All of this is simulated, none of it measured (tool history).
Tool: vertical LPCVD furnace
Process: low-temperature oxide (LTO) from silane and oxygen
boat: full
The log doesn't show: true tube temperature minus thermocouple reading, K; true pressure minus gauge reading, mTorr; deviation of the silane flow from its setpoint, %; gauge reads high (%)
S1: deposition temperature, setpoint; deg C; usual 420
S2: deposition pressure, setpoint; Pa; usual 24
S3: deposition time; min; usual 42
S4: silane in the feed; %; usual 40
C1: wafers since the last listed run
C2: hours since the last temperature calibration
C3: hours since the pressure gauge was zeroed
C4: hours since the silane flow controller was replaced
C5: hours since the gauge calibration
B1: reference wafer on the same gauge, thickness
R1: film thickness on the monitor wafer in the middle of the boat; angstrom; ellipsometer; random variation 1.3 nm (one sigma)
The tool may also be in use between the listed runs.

run   hour   S1    S2    S3  S4   C1      C2      C3      C4      C5      B1      R1
  1      0  420    24    42  40    0  1350.6  1354.2  2757.9   966.7  448.99  4183.3
      53.3  -- silane flow controller replaced
  2   53.8  420    24    42  40  412  1404.4    1408     0.5  1020.5  448.68  4179.4
  3   64.6  420    24    42  40  149  1415.2  1418.8    11.3  1031.3     449  4177.3
  4     86  420    24    42  40  295  1436.6  1440.2    32.7  1052.7  448.92    4178
  5    106  420    24    42  40  276  1456.6  1460.2    52.7  1072.7  448.95  4159.2
  6    123  420    24    42  40  235  1473.6  1477.2    69.7  1089.7   448.9  4171.9
  7  194.3  420  18.7    34  40  986  1544.9  1548.5     141    1161  449.29  2663.1
     219.4  -- pressure gauge zeroed
  8  219.9  420    24    54  40   22  1570.5     0.5   166.6  1186.6  448.71  5505.4
  9  231.2  420  27.3    33  48  156  1581.8    11.8   177.9  1197.9  448.99  4561.1
 10  285.5  427    26    42  43  751  1636.1    66.1   232.2  1252.2  448.84  5323.7
 11  318.8  420    24    42  40  460  1669.4    99.4   265.5  1285.5  448.88  4266.1
 12  354.4  413    24    42  40  492    1705     135   301.1  1321.1  448.57  3980.1
 13  379.5  420  28.7    42  36  347  1730.1   160.1   326.2  1346.2  449.07  4481.8
 14  414.3  411  27.3    42  40  481  1764.9   194.9     361    1381  449.44  4418.7
 15  442.3  420    24    42  40  387  1792.9   222.9     389    1409  449.02  4264.3
     481.3  -- gauge calibrated
     489.4  -- thermocouples replaced and temperature profile calibrated
     513.3  -- pressure gauge zeroed, repeated, since the last time left the tool worse
 16  513.8  415    24    42  32  325    24.4     0.5   460.5    32.5   449.1  2927.8
 17  518.6  411    24  50.5  44   66    29.2     5.3   465.3    37.3  449.26  5011.5
 18  523.5  425    24  30.5  44   67    34.1    10.2   470.2    42.2  449.04  3457.7
 19  553.3  420    24    42  37  412    63.9      40     500      72   449.3  3745.3
 20  567.5  420    24    42  40  196    78.1    54.2   514.2    86.2  449.03  4106.3
 21  595.5  420    24    30  40  387   106.1    82.2   542.2   114.2  448.77  2930.9
 22  630.7  409    24    42  43  486   141.3   117.4   577.4   149.4   448.6  3972.3
 23  654.7  420    24    42  40  331   165.3   141.4   601.4   173.4  449.34  4129.2
 24  686.3  420  26.7    42  46  437   196.9     173     633     205  449.44  5268.3
 25  721.5  420    24    30  40  486   232.1   208.2   668.2   240.2   449.1  2939.6

Run 26 comes next. What will it give?
 26  744.7  420  24  31.5  40  320  255.3  231.4  691.4  263.4   ?   ?

B1: 448.81
R1: 3097.6 angstrom
Without the tool's hidden state the same run would have given R1 3067.7 angstrom.

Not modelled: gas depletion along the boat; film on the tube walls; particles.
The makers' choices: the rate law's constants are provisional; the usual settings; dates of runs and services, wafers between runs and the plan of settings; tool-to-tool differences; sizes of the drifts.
